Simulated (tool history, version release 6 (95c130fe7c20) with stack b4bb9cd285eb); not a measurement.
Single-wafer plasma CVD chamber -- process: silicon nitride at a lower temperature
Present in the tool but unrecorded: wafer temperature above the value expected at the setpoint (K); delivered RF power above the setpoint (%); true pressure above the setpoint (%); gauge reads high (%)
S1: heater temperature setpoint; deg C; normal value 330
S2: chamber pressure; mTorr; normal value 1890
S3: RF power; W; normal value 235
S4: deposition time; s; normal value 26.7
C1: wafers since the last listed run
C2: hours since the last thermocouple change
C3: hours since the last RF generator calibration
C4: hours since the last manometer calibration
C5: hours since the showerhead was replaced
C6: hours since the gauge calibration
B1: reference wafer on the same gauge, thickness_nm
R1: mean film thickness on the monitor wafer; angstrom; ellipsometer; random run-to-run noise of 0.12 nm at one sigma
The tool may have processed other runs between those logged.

run,hour,S1,S2,S3,S4,C1,C2,C3,C4,C5,C6,B1,R1
1,0.0,330,1890,235,29.6,0,1835.5,1021.4,2941.7,4207.9,405.9,22.305,281.77
2,7.7,321,1890,235,26.7,146,1843.2,1029.1,2949.4,4215.6,413.6,22.292,254.85
3,31.6,321,1890,235,26.7,454,1867.1,1053.0,2973.3,4239.5,437.5,22.301,255.73
4,42.8,330,1600,235,26.7,212,1878.3,1064.2,2984.5,4250.7,448.7,22.327,243.84
5,60.6,330,1600,235,26.7,338,1896.1,1082.0,3002.3,4268.5,466.5,22.306,242.39
# hour 79.3: capacitance manometer re-zeroed and calibrated
6,79.8,330,1600,235,26.7,212,1915.3,1101.2,0.5,4287.7,485.7,22.305,244.55
7,83.5,330,1890,235,26.7,70,1919.0,1104.9,4.2,4291.4,489.4,22.262,254.14
# hour 96.3: thermocouple changed; heater temperature recalibrated
8,96.8,330,1890,265,26.7,100,0.5,1118.2,17.5,4304.7,502.7,22.325,282.98
9,102.5,330,1890,265,26.7,108,6.2,1123.9,23.2,4310.4,508.4,22.314,283.03
# hour 103.5: gauge calibrated
# hour 119.7: RF generator calibrated
10,120.2,330,1890,235,26.7,184,23.9,0.5,40.9,4328.1,16.7,22.259,274.14
11,129.4,324,1470,235,31.8,174,33.1,9.7,50.1,4337.3,25.9,22.303,304.89
12,139.9,330,1700,210,31.2,199,43.6,20.2,60.6,4347.8,36.4,22.333,276.72
13,150.8,318,2040,235,29.3,207,54.5,31.1,71.5,4358.7,47.3,22.307,305.05
14,165.7,345,1740,220,24.5,283,69.4,46.0,86.4,4373.6,62.2,22.294,227.63
15,178.0,330,1480,235,28.1,233,81.7,58.3,98.7,4385.9,74.5,22.292,265.23
16,188.7,330,1890,235,29.6,203,92.4,69.0,109.4,4396.6,85.2,22.288,301.17
17,195.1,330,1510,235,26.7,121,98.8,75.4,115.8,4403.0,91.6,22.321,257.04
# hour 208.4: showerhead replaced
18,211.2,330,1890,255,26.7,154,114.9,91.5,131.9,2.8,107.7,22.333,290.24
19,219.9,330,1890,235,26.7,165,123.6,100.2,140.6,11.5,116.4,22.264,269.96
20,239.3,330,1890,235,26.7,368,143.0,119.6,160.0,30.9,135.8,22.289,269.32
21,248.2,330,1890,235,26.7,169,151.9,128.5,168.9,39.8,144.7,22.291,268.88
22,257.0,330,1890,235,21.5,167,160.7,137.3,177.7,48.6,153.5,22.294,216.76
23,273.2,330,1890,235,22.2,308,176.9,153.5,193.9,64.8,169.7,22.309,221.84
24,289.8,317,1890,200,30.1,315,193.5,170.1,210.5,81.4,186.3,22.270,259.49
25,307.3,321,1890,235,26.7,332,211.0,187.6,228.0,98.9,203.8,22.245,268.96
26,324.6,318,2040,235,29.3,329,228.3,204.9,245.3,116.2,221.1,22.305,297.21
27,336.0,330,1890,235,26.7,216,239.7,216.3,256.7,127.6,232.5,22.284,264.89
28,342.2,323,1890,250,28.9,117,245.9,222.5,262.9,133.8,238.7,22.314,302.22
29,355.9,344,1890,235,26.7,260,259.6,236.2,276.6,147.5,252.4,22.238,263.71

Below are 4 alternative next runs, each starting from the tool's condition after run 29. Predict each:
A,356.3,330,1890,275,26.7,7,260.0,236.6,277.0,147.9,252.8,?,?
B,356.3,330,1600,275,26.7,7,260.0,236.6,277.0,147.9,252.8,?,?
C,356.3,317,1890,205,26.7,7,260.0,236.6,277.0,147.9,252.8,?,?
D,356.3,330,2220,235,26.7,7,260.0,236.6,277.0,147.9,252.8,?,?

run,B1,R1
A,22.310,307.09
B,22.310,294.11
C,22.310,236.33
D,22.310,278.58
The same runs, with their run-to-run variation unchanged, on a tool lacking any hidden condition would have given:
run,R1
A,319.40
B,305.91
C,246.59
D,290.45
